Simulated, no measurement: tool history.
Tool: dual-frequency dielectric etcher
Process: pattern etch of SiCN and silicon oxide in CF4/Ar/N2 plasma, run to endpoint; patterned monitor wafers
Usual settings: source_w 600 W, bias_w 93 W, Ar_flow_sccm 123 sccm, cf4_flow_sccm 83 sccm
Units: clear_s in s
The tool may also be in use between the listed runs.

| run | hour | source_w | bias_w | Ar_flow_sccm | cf4_flow_sccm | wafers since the last listed run | hours since the last wet clean | hours since the last source power generator calibration | hours since the last bias power generator calibration | hours since the last Ar flow controller change | hours since the last CF4 flow controller change | hours since the last upper electrode change | incoming incoming film thickness, nm | clear_s |
|---|---|---|---|---|---|---|---|---|---|---|---|---|---|---|
| 1 | 0.0 | 600 | 93 | 123 | 83 | 0 | 60.6 | 4532.6 | 1942.5 | 1345.8 | 2418.9 | 2931.2 | 17.23 | 12.9 |
| 2 | 62.4 | 600 | 93 | 123 | 83 | 1308 | 123.0 | 4595.0 | 2004.9 | 1408.2 | 2481.3 | 2993.6 | 17.15 | 13.1 |
| 3 | 89.5 | 600 | 93 | 123 | 83 | 568 | 150.1 | 4622.1 | 2032.0 | 1435.3 | 2508.4 | 3020.7 | 16.96 | 13.0 |
| 4 | 130.1 | 600 | 87 | 123 | 83 | 851 | 190.7 | 4662.7 | 2072.6 | 1475.9 | 2549.0 | 3061.3 | 17.13 | 13.7 |
| 5 | 168.6 | 600 | 93 | 123 | 83 | 807 | 229.2 | 4701.2 | 2111.1 | 1514.4 | 2587.5 | 3099.8 | 17.05 | 13.3 |
| 6 | 211.0 | 600 | 93 | 123 | 83 | 888 | 271.6 | 4743.6 | 2153.5 | 1556.8 | 2629.9 | 3142.2 | 17.30 | 13.5 |
|  | 267.7 | wet clean of the chamber |
| 7 | 280.2 | 600 | 93 | 123 | 83 | 947 | 12.5 | 4812.8 | 2222.7 | 1626.0 | 2699.1 | 3211.4 | 17.13 | 12.8 |
| 8 | 350.4 | 600 | 93 | 123 | 83 | 1471 | 82.7 | 4883.0 | 2292.9 | 1696.2 | 2769.3 | 3281.6 | 17.11 | 13.1 |
| 9 | 421.9 | 600 | 93 | 123 | 83 | 1498 | 154.2 | 4954.5 | 2364.4 | 1767.7 | 2840.8 | 3353.1 | 17.11 | 13.0 |
| 10 | 457.0 | 600 | 93 | 123 | 74 | 735 | 189.3 | 4989.6 | 2399.5 | 1802.8 | 2875.9 | 3388.2 | 17.14 | 13.5 |
|  | 513.6 | upper electrode replaced |
| 11 | 516.9 | 710 | 93 | 123 | 72 | 752 | 249.2 | 5049.5 | 2459.4 | 1862.7 | 2935.8 | 3.3 | 16.90 | 11.5 |
| 12 | 580.0 | 670 | 73 | 123 | 83 | 1322 | 312.3 | 5112.6 | 2522.5 | 1925.8 | 2998.9 | 66.4 | 17.07 | 13.6 |
|  | 599.7 | source power generator calibrated |
|  | 600.7 | CF4 flow controller replaced |
| 13 | 615.1 | 660 | 93 | 123 | 102 | 630 | 347.4 | 15.4 | 2557.6 | 1960.9 | 14.4 | 101.5 | 17.07 | 12.2 |
|  | 630.1 | Ar flow controller replaced |
|  | 697.0 | wet clean of the chamber |
| 14 | 697.5 | 600 | 93 | 123 | 83 | 1098 | 0.5 | 97.8 | 2640.0 | 67.4 | 96.8 | 183.9 | 17.10 | 12.9 |
|  | 747.6 | bias power generator calibrated |
| 15 | 851.7 | 720 | 102 | 123 | 83 | 3148 | 154.7 | 252.0 | 104.1 | 221.6 | 251.0 | 338.1 | 17.04 | 10.8 |
| 16 | 900.5 | 600 | 93 | 123 | 83 | 1023 | 203.5 | 300.8 | 152.9 | 270.4 | 299.8 | 386.9 | 17.08 | 13.2 |
| 17 | 943.5 | 600 | 93 | 123 | 83 | 901 | 246.5 | 343.8 | 195.9 | 313.4 | 342.8 | 429.9 | 17.20 | 13.5 |
| 18 | 968.4 | 600 | 115 | 123 | 83 | 522 | 271.4 | 368.7 | 220.8 | 338.3 | 367.7 | 454.8 | 16.96 | 12.2 |
| 19 | 1009.5 | 600 | 93 | 123 | 83 | 861 | 312.5 | 409.8 | 261.9 | 379.4 | 408.8 | 495.9 | 17.16 | 13.6 |
| 20 | 1038.3 | 660 | 93 | 123 | 89 | 603 | 341.3 | 438.6 | 290.7 | 408.2 | 437.6 | 524.7 | 17.03 | 12.3 |
|  | 1076.7 | wet clean of the chamber |
| 21 | 1091.0 | 690 | 93 | 123 | 83 | 601 | 14.3 | 491.3 | 343.4 | 460.9 | 490.3 | 577.4 | 17.06 | 11.6 |

5 ways to go on from here, each from the tool as it stands after run 21. What would each give?
| A | 1091.4 | 600 | 93 | 123 | 83 | 8 | 14.7 | 491.7 | 343.8 | 461.3 | 490.7 | 577.8 | 16.93 | ? |
| B | 1091.4 | 550 | 103 | 101 | 92 | 8 | 14.7 | 491.7 | 343.8 | 461.3 | 490.7 | 577.8 | 16.93 | ? |
| C | 1091.4 | 600 | 74 | 123 | 83 | 8 | 14.7 | 491.7 | 343.8 | 461.3 | 490.7 | 577.8 | 16.93 | ? |
| D | 1091.4 | 690 | 84 | 123 | 71 | 8 | 14.7 | 491.7 | 343.8 | 461.3 | 490.7 | 577.8 | 16.93 | ? |
| E | 1091.4 | 600 | 113 | 107 | 97 | 8 | 14.7 | 491.7 | 343.8 | 461.3 | 490.7 | 577.8 | 16.93 | ? |

| run | clear_s |
|---|---|
| A | 13.0 |
| B | 12.7 |
| C | 14.4 |
| D | 12.4 |
| E | 11.4 |
Without the tool's hidden state the same runs would have given:
| run | clear_s |
|---|---|
| A | 13.0 |
| B | 12.7 |
| C | 14.4 |
| D | 12.4 |
| E | 11.4 |
